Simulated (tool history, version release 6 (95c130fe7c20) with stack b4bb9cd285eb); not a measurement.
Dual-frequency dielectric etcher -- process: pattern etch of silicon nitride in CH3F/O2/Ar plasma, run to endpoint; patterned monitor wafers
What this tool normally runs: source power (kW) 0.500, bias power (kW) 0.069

| run | hour | source power (kW) | bias power (kW) | incoming incoming film thickness, nm | endpoint time (s) |
|---|---|---|---|---|---|
| 1 | 0.0 | 0.500 | 0.069 | 45.62 | 65.6 |
| 2 | 63.1 | 0.500 | 0.069 | 45.71 | 66.0 |
| 3 | 130.2 | 0.500 | 0.069 | 45.80 | 65.5 |
| 4 | 235.6 | 0.500 | 0.069 | 45.48 | 65.2 |
| 5 | 289.4 | 0.500 | 0.069 | 45.73 | 64.4 |
| 6 | 357.0 | 0.500 | 0.080 | 45.45 | 60.8 |
|  | 455.4 | wet clean of the chamber |
| 7 | 455.9 | 0.500 | 0.080 | 45.47 | 63.4 |
| 8 | 480.6 | 0.500 | 0.069 | 45.68 | 67.4 |
| 9 | 530.6 | 0.500 | 0.069 | 45.24 | 66.2 |
| 10 | 559.2 | 0.500 | 0.069 | 46.02 | 67.3 |
| 11 | 596.4 | 0.500 | 0.077 | 45.66 | 63.9 |
| 12 | 623.8 | 0.500 | 0.077 | 45.37 | 63.9 |
| 13 | 682.0 | 0.440 | 0.060 | 45.42 | 71.7 |
| 14 | 724.7 | 0.500 | 0.069 | 45.23 | 64.4 |
|  | 739.5 | source power generator calibrated |
| 15 | 791.7 | 0.500 | 0.069 | 45.61 | 65.6 |
| 16 | 822.9 | 0.390 | 0.057 | 45.40 | 76.2 |
| 17 | 1027.8 | 0.500 | 0.069 | 45.32 | 63.5 |
|  | 1076.1 | wet clean of the chamber |
| 18 | 1076.6 | 0.500 | 0.069 | 45.54 | 66.5 |
| 19 | 1084.3 | 0.570 | 0.080 | 45.51 | 59.5 |
|  | 1111.9 | bias power generator calibrated |
|  | 1142.7 | upper electrode replaced |
| 20 | 1143.2 | 0.590 | 0.080 | 45.41 | 58.6 |
| 21 | 1175.9 | 0.430 | 0.059 | 45.57 | 74.2 |
| 22 | 1209.1 | 0.600 | 0.075 | 45.54 | 59.4 |
| 23 | 1249.8 | 0.460 | 0.075 | 45.67 | 66.6 |
| 24 | 1279.0 | 0.500 | 0.078 | 45.66 | 64.0 |
| 25 | 1313.3 | 0.500 | 0.057 | 45.54 | 69.9 |
| 26 | 1338.6 | 0.500 | 0.069 | 45.65 | 66.1 |
| 27 | 1371.2 | 0.600 | 0.060 | 45.31 | 62.8 |
| 28 | 1413.0 | 0.500 | 0.081 | 45.60 | 62.5 |
| 29 | 1464.0 | 0.430 | 0.053 | 45.39 | 74.8 |

Each row is a separate what-if for the run after 29, all from the same tool condition, not one after another. Results?
| A | 1464.4 | 0.570 | 0.069 | 45.10 | ? |
| B | 1464.4 | 0.500 | 0.064 | 45.10 | ? |
| C | 1464.4 | 0.570 | 0.085 | 45.10 | ? |
| D | 1464.4 | 0.540 | 0.081 | 45.10 | ? |

| run | endpoint time (s) |
|---|---|
| A | 60.4 |
| B | 65.6 |
| C | 56.2 |
| D | 58.5 |
Stripped of hidden state, with their random variation kept, the same runs would have yielded:
| run | endpoint time (s) |
|---|---|
| A | 62.3 |
| B | 67.7 |
| C | 58.0 |
| D | 60.4 |
